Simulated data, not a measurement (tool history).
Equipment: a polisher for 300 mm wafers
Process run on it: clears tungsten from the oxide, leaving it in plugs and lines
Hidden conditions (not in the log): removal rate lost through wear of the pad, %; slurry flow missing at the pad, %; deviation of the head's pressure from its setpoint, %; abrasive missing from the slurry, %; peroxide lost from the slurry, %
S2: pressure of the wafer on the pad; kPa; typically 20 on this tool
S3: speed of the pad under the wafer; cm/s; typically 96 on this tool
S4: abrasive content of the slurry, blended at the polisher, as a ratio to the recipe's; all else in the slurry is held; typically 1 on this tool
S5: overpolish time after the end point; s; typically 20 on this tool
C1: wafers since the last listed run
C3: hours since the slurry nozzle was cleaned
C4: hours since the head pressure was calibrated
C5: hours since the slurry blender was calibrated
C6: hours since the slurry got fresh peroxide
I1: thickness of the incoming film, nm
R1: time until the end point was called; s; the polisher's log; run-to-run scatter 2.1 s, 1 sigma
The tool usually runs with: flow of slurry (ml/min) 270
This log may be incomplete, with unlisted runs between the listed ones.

{"run": 1, "hour": 0.0, "flow of slurry (ml/min)": 270, "S2": 20, "S3": 96, "S4": 1.15, "S5": 25, "C1": 0, "wafers polished on this pad": 486, "C3": 50.2, "C4": 768, "C5": 64, "C6": 8.6, "I1": 394.5, "R1": 108.6}
{"run": 2, "hour": 28.9, "flow of slurry (ml/min)": 270, "S2": 20, "S3": 96, "S4": 0.85, "S5": 20, "C1": 244, "wafers polished on this pad": 730, "C3": 79.1, "C4": 796.9, "C5": 92.9, "C6": 37.5, "I1": 394.9, "R1": 119.7}
{"run": 3, "hour": 63.7, "flow of slurry (ml/min)": 270, "S2": 20, "S3": 96, "S4": 0.85, "S5": 20, "C1": 293, "wafers polished on this pad": 1024, "C3": 113.9, "C4": 831.7, "C5": 127.7, "C6": 72.3, "I1": 396.7, "R1": 126.5}
{"hour": 87.0, "done": "head pressure recalibrated"}
{"run": 4, "hour": 93.4, "flow of slurry (ml/min)": 270, "S2": 20, "S3": 104, "S4": 1, "S5": 12, "C1": 233, "wafers polished on this pad": 1258, "C3": 143.6, "C4": 6.4, "C5": 157.4, "C6": 102, "I1": 401.1, "R1": 112}
{"run": 5, "hour": 110.0, "flow of slurry (ml/min)": 270, "S2": 14.5, "S3": 124, "S4": 0.8, "S5": 10, "C1": 140, "wafers polished on this pad": 1398, "C3": 160.2, "C4": 23, "C5": 174, "C6": 118.6, "I1": 396.4, "R1": 125.5}
{"run": 6, "hour": 124.2, "flow of slurry (ml/min)": 270, "S2": 20, "S3": 96, "S4": 1, "S5": 20, "C1": 119, "wafers polished on this pad": 1518, "C3": 174.4, "C4": 37.2, "C5": 188.2, "C6": 132.8, "I1": 402.4, "R1": 127.5}
{"hour": 156.9, "done": "worn pad replaced by a new one, of another model than before"}
{"run": 7, "hour": 157.2, "flow of slurry (ml/min)": 225, "S2": 20, "S3": 118, "S4": 1, "S5": 15, "C1": 244, "wafers polished on this pad": 2, "C3": 207.4, "C4": 70.2, "C5": 221.2, "C6": 165.8, "I1": 402, "R1": 119.9}
{"run": 8, "hour": 174.8, "flow of slurry (ml/min)": 270, "S2": 15.9, "S3": 96, "S4": 1, "S5": 20, "C1": 148, "wafers polished on this pad": 151, "C3": 225, "C4": 87.8, "C5": 238.8, "C6": 183.4, "I1": 403, "R1": 159.9}
{"hour": 195.0, "done": "slurry blender recalibrated"}
{"run": 9, "hour": 196.4, "flow of slurry (ml/min)": 300, "S2": 20, "S3": 116, "S4": 1, "S5": 15, "C1": 165, "wafers polished on this pad": 316, "C3": 246.6, "C4": 109.4, "C5": 1.4, "C6": 205, "I1": 401.9, "R1": 115.4}
{"hour": 197.6, "done": "slurry nozzle cleaned"}
{"hour": 207.8, "done": "slurry tank refilled with fresh slurry and peroxide"}
{"run": 10, "hour": 215.9, "flow of slurry (ml/min)": 340, "S2": 20, "S3": 96, "S4": 1, "S5": 20, "C1": 147, "wafers polished on this pad": 464, "C3": 18.3, "C4": 128.9, "C5": 20.9, "C6": 8.1, "I1": 403.9, "R1": 116.6}
{"run": 11, "hour": 247.9, "flow of slurry (ml/min)": 365, "S2": 20, "S3": 74, "S4": 1, "S5": 17, "C1": 270, "wafers polished on this pad": 734, "C3": 50.3, "C4": 160.9, "C5": 52.9, "C6": 40.1, "I1": 399, "R1": 128.9}
{"run": 12, "hour": 263.2, "flow of slurry (ml/min)": 270, "S2": 20, "S3": 96, "S4": 1, "S5": 20, "C1": 129, "wafers polished on this pad": 864, "C3": 65.6, "C4": 176.2, "C5": 68.2, "C6": 55.4, "I1": 400.2, "R1": 118.9}
{"run": 13, "hour": 285.1, "flow of slurry (ml/min)": 270, "S2": 26.2, "S3": 96, "S4": 1, "S5": 20, "C1": 184, "wafers polished on this pad": 1049, "C3": 87.5, "C4": 198.1, "C5": 90.1, "C6": 77.3, "I1": 398.8, "R1": 92.7}
{"run": 14, "hour": 302.7, "flow of slurry (ml/min)": 270, "S2": 20, "S3": 96, "S4": 1, "S5": 20, "C1": 148, "wafers polished on this pad": 1197, "C3": 105.1, "C4": 215.7, "C5": 107.7, "C6": 94.9, "I1": 402.7, "R1": 123}
{"run": 15, "hour": 332.2, "flow of slurry (ml/min)": 270, "S2": 20, "S3": 64, "S4": 0.7, "S5": 20, "C1": 249, "wafers polished on this pad": 1446, "C3": 134.6, "C4": 245.2, "C5": 137.2, "C6": 124.4, "I1": 402.9, "R1": 160.4}
{"run": 16, "hour": 346.0, "flow of slurry (ml/min)": 270, "S2": 20, "S3": 96, "S4": 1, "S5": 20, "C1": 116, "wafers polished on this pad": 1563, "C3": 148.4, "C4": 259, "C5": 151, "C6": 138.2, "I1": 398.4, "R1": 123}
{"run": 17, "hour": 361.1, "flow of slurry (ml/min)": 270, "S2": 20, "S3": 96, "S4": 1, "S5": 20, "C1": 127, "wafers polished on this pad": 1690, "C3": 163.5, "C4": 274.1, "C5": 166.1, "C6": 153.3, "I1": 394.8, "R1": 123.9}
{"hour": 395.1, "done": "worn pad replaced by a new one"}
{"run": 18, "hour": 418.8, "flow of slurry (ml/min)": 270, "S2": 20, "S3": 130, "S4": 1, "S5": 20, "C1": 453, "wafers polished on this pad": 199, "C3": 221.2, "C4": 331.8, "C5": 223.8, "C6": 211, "I1": 406.1, "R1": 114.9}
{"hour": 423.4, "done": "slurry nozzle cleaned"}
{"run": 19, "hour": 433.0, "flow of slurry (ml/min)": 195, "S2": 20, "S3": 96, "S4": 0.75, "S5": 20, "C1": 111, "wafers polished on this pad": 311, "C3": 9.6, "C4": 346, "C5": 238, "C6": 225.2, "I1": 408.5, "R1": 160.3}
{"hour": 453.2, "done": "slurry tank refilled with fresh slurry and peroxide"}
{"run": 20, "hour": 456.4, "flow of slurry (ml/min)": 335, "S2": 13.8, "S3": 126, "S4": 0.9, "S5": 20, "C1": 189, "wafers polished on this pad": 500, "C3": 33, "C4": 369.4, "C5": 261.4, "C6": 3.2, "I1": 405.1, "R1": 149}
{"hour": 458.6, "done": "slurry blender recalibrated"}
{"run": 21, "hour": 475.3, "flow of slurry (ml/min)": 270, "S2": 20, "S3": 96, "S4": 1, "S5": 20, "C1": 142, "wafers polished on this pad": 643, "C3": 51.9, "C4": 388.3, "C5": 16.7, "C6": 22.1, "I1": 401.3, "R1": 120.6}
{"run": 22, "hour": 505.7, "flow of slurry (ml/min)": 270, "S2": 15.9, "S3": 108, "S4": 1.2, "S5": 13, "C1": 256, "wafers polished on this pad": 899, "C3": 82.3, "C4": 418.7, "C5": 47.1, "C6": 52.5, "I1": 400.4, "R1": 136.6}
{"run": 23, "hour": 518.2, "flow of slurry (ml/min)": 225, "S2": 20, "S3": 96, "S4": 1, "S5": 20, "C1": 105, "wafers polished on this pad": 1005, "C3": 94.8, "C4": 431.2, "C5": 59.6, "C6": 65, "I1": 402.5, "R1": 125.9}
{"run": 24, "hour": 543.9, "flow of slurry (ml/min)": 270, "S2": 16.5, "S3": 96, "S4": 0.85, "S5": 23, "C1": 217, "wafers polished on this pad": 1222, "C3": 120.5, "C4": 456.9, "C5": 85.3, "C6": 90.7, "I1": 400.3, "R1": 149.5}
{"run": 25, "hour": 578.4, "flow of slurry (ml/min)": 270, "S2": 20, "S3": 96, "S4": 0.85, "S5": 25, "C1": 291, "wafers polished on this pad": 1513, "C3": 155, "C4": 491.4, "C5": 119.8, "C6": 125.2, "I1": 399.5, "R1": 127.2}
{"hour": 594.0, "done": "worn pad replaced by a new one"}
{"run": 26, "hour": 600.4, "flow of slurry (ml/min)": 195, "S2": 20, "S3": 96, "S4": 1, "S5": 17, "C1": 151, "wafers polished on this pad": 54, "C3": 177, "C4": 513.4, "C5": 141.8, "C6": 147.2, "I1": 396.9, "R1": 136.4}
{"run": 27, "hour": 617.8, "flow of slurry (ml/min)": 270, "S2": 20, "S3": 64, "S4": 1, "S5": 20, "C1": 146, "wafers polished on this pad": 201, "C3": 194.4, "C4": 530.8, "C5": 159.2, "C6": 164.6, "I1": 405, "R1": 158.7}

Consider 3 possible next runs. They are alternatives, not a sequence: every one starts from the tool as it was left by run 27. What does each give?
{"run": "A", "hour": 618.3, "flow of slurry (ml/min)": 270, "S2": 20, "S3": 96, "S4": 1, "S5": 20, "C1": 4, "wafers polished on this pad": 205, "C3": 194.9, "C4": 531.3, "C5": 159.7, "C6": 165.1, "I1": 398.9, "R1": "?"}
{"run": "B", "hour": 618.3, "flow of slurry (ml/min)": 180, "S2": 20, "S3": 96, "S4": 1, "S5": 20, "C1": 4, "wafers polished on this pad": 205, "C3": 194.9, "C4": 531.3, "C5": 159.7, "C6": 165.1, "I1": 398.9, "R1": "?"}
{"run": "C", "hour": 618.3, "flow of slurry (ml/min)": 270, "S2": 20, "S3": 128, "S4": 1, "S5": 27, "C1": 4, "wafers polished on this pad": 205, "C3": 194.9, "C4": 531.3, "C5": 159.7, "C6": 165.1, "I1": 398.9, "R1": "?"}

run=A R1=124.8
run=B R1=145.8
run=C R1=106.6
With the hidden condition removed and each run's random variation left untouched, the same runs would have given:
run=A R1=113.2
run=B R1=132.3
run=C R1=96.7
